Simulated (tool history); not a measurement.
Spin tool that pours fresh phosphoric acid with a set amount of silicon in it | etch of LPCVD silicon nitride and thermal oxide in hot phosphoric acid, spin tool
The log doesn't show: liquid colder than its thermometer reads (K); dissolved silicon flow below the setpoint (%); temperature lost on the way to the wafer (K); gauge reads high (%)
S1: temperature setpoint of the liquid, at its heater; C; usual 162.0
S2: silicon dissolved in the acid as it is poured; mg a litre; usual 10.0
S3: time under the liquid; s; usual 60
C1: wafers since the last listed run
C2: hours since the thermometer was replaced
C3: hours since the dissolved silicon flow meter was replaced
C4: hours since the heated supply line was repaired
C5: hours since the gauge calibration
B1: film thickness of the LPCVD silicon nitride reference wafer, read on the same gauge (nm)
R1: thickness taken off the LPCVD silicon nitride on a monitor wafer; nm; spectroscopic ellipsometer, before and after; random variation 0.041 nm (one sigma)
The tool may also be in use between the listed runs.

run     day     S1    S2  S3   C1      C2     C3     C4      C5      B1    R1
  1   0.000  162.0  10.0  60    0  1615.2   42.4  127.7   675.6  139.99  6.02
  2   2.229  163.5  10.0  60  423  1668.7   95.9  181.2   729.1  140.02  6.25
  3   4.738  162.0  10.0  60  476  1728.9  156.1  241.4   789.3  140.01  5.94
  4   6.217  162.0  10.0  60  281  1764.4  191.6  276.9   824.8  139.98  5.96
  5   9.054  162.0  10.0  60  539  1832.5  259.7  345.0   892.9  139.98  5.86
  6  10.162  162.0  10.0  75  210  1859.1  286.3  371.6   919.5  139.97  7.33
  7  13.133  162.0  10.0  75  564  1930.4  357.6  442.9   990.8  139.98  7.35
  8  15.229  162.0   5.0  60  398  1980.7  407.9  493.2  1041.1  140.00  5.90
     16.529  -- dissolved silicon flow meter replaced
     16.925  -- gauge calibrated
  9  17.721  162.0  17.5  50  465  2040.5   28.6  553.0    19.1  140.01  4.87
 10  18.821  162.0   2.5  45  209  2066.9   55.0  579.4    45.5  140.01  4.36
 11  21.550  159.5  10.0  90  518  2132.4  120.5  644.9   111.0  140.00  8.06
 12  23.912  164.0  10.0  60  449  2189.1  177.2  701.6   167.7  140.03  6.19
     25.483  -- thermometer replaced
 13  25.529  163.5  16.5  30  299     1.1  216.0  740.4   206.5  139.98  3.26
     27.408  -- heated supply line repaired
 14  28.133  162.0  10.0  60  487    63.6  278.5   17.4   269.0  139.99  6.33
 15  30.354  164.5  10.0  75  422   116.9  331.8   70.7   322.3  139.99  8.52

The next listed run, before its measurement:
 16  32.346  162.0  10.0  50  378  164.7  379.6  118.5  370.1   ?   ?

{"run 16": {"B1": 140.01, "R1": 5.18}}
Without the tool's hidden state the same run would have given R1 5.21 nm.

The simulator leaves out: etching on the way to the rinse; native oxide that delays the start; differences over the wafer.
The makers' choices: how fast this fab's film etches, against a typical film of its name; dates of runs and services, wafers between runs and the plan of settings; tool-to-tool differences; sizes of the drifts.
